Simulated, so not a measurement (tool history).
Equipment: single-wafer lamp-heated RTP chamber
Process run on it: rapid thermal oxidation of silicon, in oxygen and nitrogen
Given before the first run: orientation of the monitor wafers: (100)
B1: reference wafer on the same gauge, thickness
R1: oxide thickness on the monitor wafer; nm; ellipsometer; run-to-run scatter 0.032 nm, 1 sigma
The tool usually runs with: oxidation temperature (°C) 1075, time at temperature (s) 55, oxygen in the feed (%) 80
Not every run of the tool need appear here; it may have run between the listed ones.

Run 1, hour 0: usual settings but time at temperature (s) 38; B1 6.933. Result: R1 6.949 nm.
Run 2, hour 36.1: usual settings but time at temperature (s) 38; B1 6.94. Result: R1 6.986 nm.
Run 3, hour 202.3: usual settings but oxygen in the feed (%) 58; B1 6.941. Result: R1 7.544 nm.
Run 4, hour 308.4: usual settings but oxygen in the feed (%) 58; B1 6.939. Result: R1 7.517 nm.
At hour 337.6: pyrometer window cleaned and pyrometer calibrated.
Run 5, hour 349.5: usual settings but oxygen in the feed (%) 58; B1 6.937. Result: R1 7.653 nm.
Run 6, hour 411.6: usual settings; B1 6.94. Result: R1 8.698 nm.
Run 7, hour 518.1: usual settings; B1 6.945. Result: R1 8.763 nm.
At hour 583: gauge calibrated.
Run 8, hour 620.8: usual settings; B1 6.94. Result: R1 8.826 nm.
Run 9, hour 662.2: usual settings but time at temperature (s) 61; B1 6.939. Result: R1 9.237 nm.
At hour 714.4: pyrometer window cleaned and pyrometer calibrated, repeated, since the last time left the tool worse.
Run 10, hour 750.1: usual settings but time at temperature (s) 61; B1 6.946. Result: R1 8.689 nm.
At hour 759: oxygen flow controller replaced.
Run 11, hour 824.4: usual settings but time at temperature (s) 61; B1 6.941. Result: R1 8.788 nm.
Run 12, hour 928.3: usual settings; B1 6.941. Result: R1 8.413 nm.
Run 13, hour 1027.7: usual settings but oxidation temperature (°C) 1067, oxygen in the feed (%) 58; B1 6.936. Result: R1 7.16 nm.
At hour 1067.9: pyrometer window cleaned and pyrometer calibrated.
Run 14, hour 1132.2: usual settings but oxidation temperature (°C) 1053, time at temperature (s) 82, oxygen in the feed (%) 98; B1 6.942. Result: R1 9.255 nm.
Run 15, hour 1228.2: usual settings but oxidation temperature (°C) 1088, oxygen in the feed (%) 89; B1 6.945. Result: R1 9.518 nm.
Run 16, hour 1291.2: usual settings but oxidation temperature (°C) 1084, oxygen in the feed (%) 98; B1 6.935. Result: R1 9.559 nm.
Run 17, hour 1386.7: usual settings but time at temperature (s) 75; B1 6.938. Result: R1 9.765 nm.
At hour 1409.5: pyrometer window cleaned and pyrometer calibrated.
Run 18, hour 1427: usual settings; B1 6.937. Result: R1 8.263 nm.
Run 19, hour 1528: usual settings but oxidation temperature (°C) 1094, time at temperature (s) 32, oxygen in the feed (%) 67; B1 6.94. Result: R1 7.023 nm.
Run 20, hour 1599.9: usual settings but oxidation temperature (°C) 1064, time at temperature (s) 32, oxygen in the feed (%) 97; B1 6.938. Result: R1 6.573 nm.
Run 21, hour 1638.8: usual settings; B1 6.939. Result: R1 8.472 nm.
At hour 1724.8: pyrometer window cleaned and pyrometer calibrated.
Run 22, hour 1732.4: usual settings but oxidation temperature (°C) 1055; B1 6.942. Result: R1 7.135 nm.
Run 23, hour 1831.1: usual settings but oxidation temperature (°C) 1102, time at temperature (s) 48, oxygen in the feed (%) 71; B1 6.938. Result: R1 8.978 nm.

Subtracting, for every run, the result it would have given without the tool's unlogged condition from the measured result gives the following. The same run-to-run variation enters both numbers; the gauge's scatter may not:
Hidden state at play: true wafer temperature minus pyrometer reading, K; deviation of the oxygen flow from its setpoint, %; gauge reads high (%).
run      R1
  1  +0.054
  2  +0.107
  3  +0.236
  4  +0.259
  5  +0.411
  6   +0.57
  7  +0.662
  8  +0.702
  9  +0.744
 10  +0.119
 11  +0.221
 12  +0.277
 13  +0.261
 14  +0.174
 15   +0.27
 16  +0.306
 17  +0.347
 18  +0.102
 19  +0.195
 20  +0.229
 21  +0.307
 22  +0.028
 23  +0.185
